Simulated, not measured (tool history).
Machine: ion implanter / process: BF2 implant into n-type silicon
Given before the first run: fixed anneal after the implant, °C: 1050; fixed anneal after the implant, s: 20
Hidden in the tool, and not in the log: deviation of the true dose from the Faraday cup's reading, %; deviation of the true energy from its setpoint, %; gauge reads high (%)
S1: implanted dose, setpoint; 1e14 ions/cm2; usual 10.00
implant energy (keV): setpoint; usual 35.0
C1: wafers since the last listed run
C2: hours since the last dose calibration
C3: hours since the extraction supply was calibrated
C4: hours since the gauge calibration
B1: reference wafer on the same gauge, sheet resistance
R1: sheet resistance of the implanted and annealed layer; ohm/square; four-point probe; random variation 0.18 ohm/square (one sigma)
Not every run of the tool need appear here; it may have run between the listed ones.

{"run": 1, "hour": 0.0, "S1": 10.0, "implant energy (keV)": 35.0, "C1": 0, "C2": 1052.5, "C3": 3260.2, "C4": 1482.1, "B1": 130.0, "R1": 121.41}
{"run": 2, "hour": 28.2, "S1": 10.0, "implant energy (keV)": 35.0, "C1": 641, "C2": 1080.7, "C3": 3288.4, "C4": 1510.3, "B1": 130.01, "R1": 121.21}
{"hour": 60.6, "done": "gauge calibrated"}
{"run": 3, "hour": 91.2, "S1": 10.0, "implant energy (keV)": 35.0, "C1": 1432, "C2": 1143.7, "C3": 3351.4, "C4": 30.6, "B1": 129.95, "R1": 121.33}
{"hour": 138.4, "done": "Faraday cup replaced and dose calibrated"}
{"run": 4, "hour": 145.6, "S1": 11.06, "implant energy (keV)": 35.0, "C1": 1055, "C2": 7.2, "C3": 3405.8, "C4": 85.0, "B1": 130.0, "R1": 111.39}
{"run": 5, "hour": 205.0, "S1": 11.06, "implant energy (keV)": 35.0, "C1": 1351, "C2": 66.6, "C3": 3465.2, "C4": 144.4, "B1": 130.05, "R1": 111.66}
{"run": 6, "hour": 270.6, "S1": 10.0, "implant energy (keV)": 35.0, "C1": 1492, "C2": 132.2, "C3": 3530.8, "C4": 210.0, "B1": 129.98, "R1": 119.89}
{"run": 7, "hour": 328.6, "S1": 10.0, "implant energy (keV)": 35.0, "C1": 1319, "C2": 190.2, "C3": 3588.8, "C4": 268.0, "B1": 130.03, "R1": 119.97}
{"run": 8, "hour": 372.3, "S1": 10.0, "implant energy (keV)": 35.0, "C1": 993, "C2": 233.9, "C3": 3632.5, "C4": 311.7, "B1": 130.0, "R1": 119.94}
{"run": 9, "hour": 426.0, "S1": 10.0, "implant energy (keV)": 35.0, "C1": 1221, "C2": 287.6, "C3": 3686.2, "C4": 365.4, "B1": 129.96, "R1": 120.49}
{"run": 10, "hour": 555.2, "S1": 10.0, "implant energy (keV)": 35.0, "C1": 2938, "C2": 416.8, "C3": 3815.4, "C4": 494.6, "B1": 130.0, "R1": 120.17}
{"hour": 569.7, "done": "extraction supply calibrated"}
{"run": 11, "hour": 586.4, "S1": 10.0, "implant energy (keV)": 35.0, "C1": 527, "C2": 448.0, "C3": 16.7, "C4": 525.8, "B1": 129.99, "R1": 121.51}
{"run": 12, "hour": 624.0, "S1": 10.0, "implant energy (keV)": 35.0, "C1": 855, "C2": 485.6, "C3": 54.3, "C4": 563.4, "B1": 130.01, "R1": 121.32}
{"run": 13, "hour": 672.2, "S1": 7.57, "implant energy (keV)": 44.5, "C1": 1096, "C2": 533.8, "C3": 102.5, "C4": 611.6, "B1": 129.95, "R1": 148.56}
{"run": 14, "hour": 730.4, "S1": 8.83, "implant energy (keV)": 23.5, "C1": 1323, "C2": 592.0, "C3": 160.7, "C4": 669.8, "B1": 129.94, "R1": 143.67}
{"run": 15, "hour": 786.2, "S1": 7.99, "implant energy (keV)": 40.5, "C1": 1269, "C2": 647.8, "C3": 216.5, "C4": 725.6, "B1": 129.95, "R1": 143.59}
{"run": 16, "hour": 838.9, "S1": 12.17, "implant energy (keV)": 26.0, "C1": 1198, "C2": 700.5, "C3": 269.2, "C4": 778.3, "B1": 129.99, "R1": 115.12}
{"run": 17, "hour": 888.4, "S1": 10.0, "implant energy (keV)": 35.0, "C1": 1125, "C2": 750.0, "C3": 318.7, "C4": 827.8, "B1": 130.06, "R1": 121.82}
{"run": 18, "hour": 933.5, "S1": 12.4, "implant energy (keV)": 41.0, "C1": 1025, "C2": 795.1, "C3": 363.8, "C4": 872.9, "B1": 130.03, "R1": 101.73}
{"run": 19, "hour": 1003.5, "S1": 10.0, "implant energy (keV)": 35.0, "C1": 1592, "C2": 865.1, "C3": 433.8, "C4": 942.9, "B1": 130.03, "R1": 121.7}
{"run": 20, "hour": 1060.5, "S1": 10.0, "implant energy (keV)": 35.0, "C1": 1296, "C2": 922.1, "C3": 490.8, "C4": 999.9, "B1": 130.02, "R1": 121.84}
{"run": 21, "hour": 1110.6, "S1": 8.07, "implant energy (keV)": 35.0, "C1": 1139, "C2": 972.2, "C3": 540.9, "C4": 1050.0, "B1": 129.97, "R1": 145.42}
{"hour": 1176.6, "done": "Faraday cup replaced and dose calibrated"}
{"run": 22, "hour": 1179.1, "S1": 10.0, "implant energy (keV)": 26.0, "C1": 1376, "C2": 2.5, "C3": 609.4, "C4": 1118.5, "B1": 130.01, "R1": 128.25}
{"run": 23, "hour": 1224.5, "S1": 8.3, "implant energy (keV)": 42.5, "C1": 1032, "C2": 47.9, "C3": 654.8, "C4": 1163.9, "B1": 130.03, "R1": 136.07}
{"run": 24, "hour": 1251.2, "S1": 8.23, "implant energy (keV)": 43.5, "C1": 607, "C2": 74.6, "C3": 681.5, "C4": 1190.6, "B1": 129.96, "R1": 137.04}
{"run": 25, "hour": 1314.4, "S1": 10.0, "implant energy (keV)": 35.0, "C1": 1437, "C2": 137.8, "C3": 744.7, "C4": 1253.8, "B1": 130.01, "R1": 120.72}
{"run": 26, "hour": 1344.2, "S1": 9.21, "implant energy (keV)": 27.5, "C1": 677, "C2": 167.6, "C3": 774.5, "C4": 1283.6, "B1": 129.95, "R1": 134.36}
{"run": 27, "hour": 1555.8, "S1": 10.0, "implant energy (keV)": 35.0, "C1": 4813, "C2": 379.2, "C3": 986.1, "C4": 1495.2, "B1": 129.97, "R1": 121.13}
{"run": 28, "hour": 1582.7, "S1": 7.0, "implant energy (keV)": 35.0, "C1": 611, "C2": 406.1, "C3": 1013.0, "C4": 1522.1, "B1": 129.98, "R1": 162.48}
{"run": 29, "hour": 1613.6, "S1": 9.03, "implant energy (keV)": 41.5, "C1": 702, "C2": 437.0, "C3": 1043.9, "C4": 1553.0, "B1": 129.96, "R1": 127.67}
{"run": 30, "hour": 1673.9, "S1": 11.41, "implant energy (keV)": 46.0, "C1": 1371, "C2": 497.3, "C3": 1104.2, "C4": 1613.3, "B1": 130.03, "R1": 104.75}
{"run": 31, "hour": 1714.2, "S1": 7.13, "implant energy (keV)": 42.0, "C1": 916, "C2": 537.6, "C3": 1144.5, "C4": 1653.6, "B1": 129.97, "R1": 157.6}
{"run": 32, "hour": 1751.4, "S1": 12.37, "implant energy (keV)": 47.0, "C1": 846, "C2": 574.8, "C3": 1181.7, "C4": 1690.8, "B1": 130.01, "R1": 98.96}
{"hour": 1769.9, "done": "gauge calibrated"}
{"run": 33, "hour": 1815.5, "S1": 8.03, "implant energy (keV)": 45.5, "C1": 1458, "C2": 638.9, "C3": 1245.8, "C4": 45.6, "B1": 130.02, "R1": 140.33}
{"run": 34, "hour": 1866.6, "S1": 11.27, "implant energy (keV)": 35.0, "C1": 1162, "C2": 690.0, "C3": 1296.9, "C4": 96.7, "B1": 130.0, "R1": 111.42}
{"run": 35, "hour": 1897.3, "S1": 10.0, "implant energy (keV)": 41.0, "C1": 698, "C2": 720.7, "C3": 1327.6, "C4": 127.4, "B1": 129.95, "R1": 118.08}
{"run": 36, "hour": 1931.6, "S1": 12.47, "implant energy (keV)": 35.0, "C1": 780, "C2": 755.0, "C3": 1361.9, "C4": 161.7, "B1": 130.0, "R1": 104.66}

Hidden state at the last listed run before each entry between runs and at the first one after, where it differs:
Run 2 -> run 3: gauge calibrated (hour 60.6)
  deviation of the true dose from the Faraday cup's reading, %: -1.74 -> -1.84; deviation of the true energy from its setpoint, %: 3.25 -> 3.37
  the result without the hidden state subtracted from the measured one, R1: +0.89 -> +0.96 ohm/square
Run 3 -> run 4: Faraday cup replaced and dose calibrated (hour 138.4)
  deviation of the true dose from the Faraday cup's reading, %: -1.84 -> -0.144; deviation of the true energy from its setpoint, %: 3.37 -> 3.48
  the result without the hidden state subtracted from the measured one, R1: +0.96 -> -0.70 ohm/square
Run 10 -> run 11: extraction supply calibrated (hour 569.7)
  deviation of the true dose from the Faraday cup's reading, %: -0.825 -> -0.877; deviation of the true energy from its setpoint, %: 4.33 -> -0.514
  the result without the hidden state subtracted from the measured one, R1: -0.18 -> +0.91 ohm/square
Run 21 -> run 22: Faraday cup replaced and dose calibrated (hour 1176.6)
  deviation of the true dose from the Faraday cup's reading, %: -1.75 -> 0.1; deviation of the true energy from its setpoint, %: -0.43 -> -0.407
  the result without the hidden state subtracted from the measured one, R1: +2.24 -> +0.04 ohm/square
Run 32 -> run 33: gauge calibrated (hour 1769.9)
  deviation of the true dose from the Faraday cup's reading, %: -0.851 -> -0.957; deviation of the true energy from its setpoint, %: -0.111 -> -0.0664
  the result without the hidden state subtracted from the measured one, R1: +0.58 -> +1.21 ohm/square
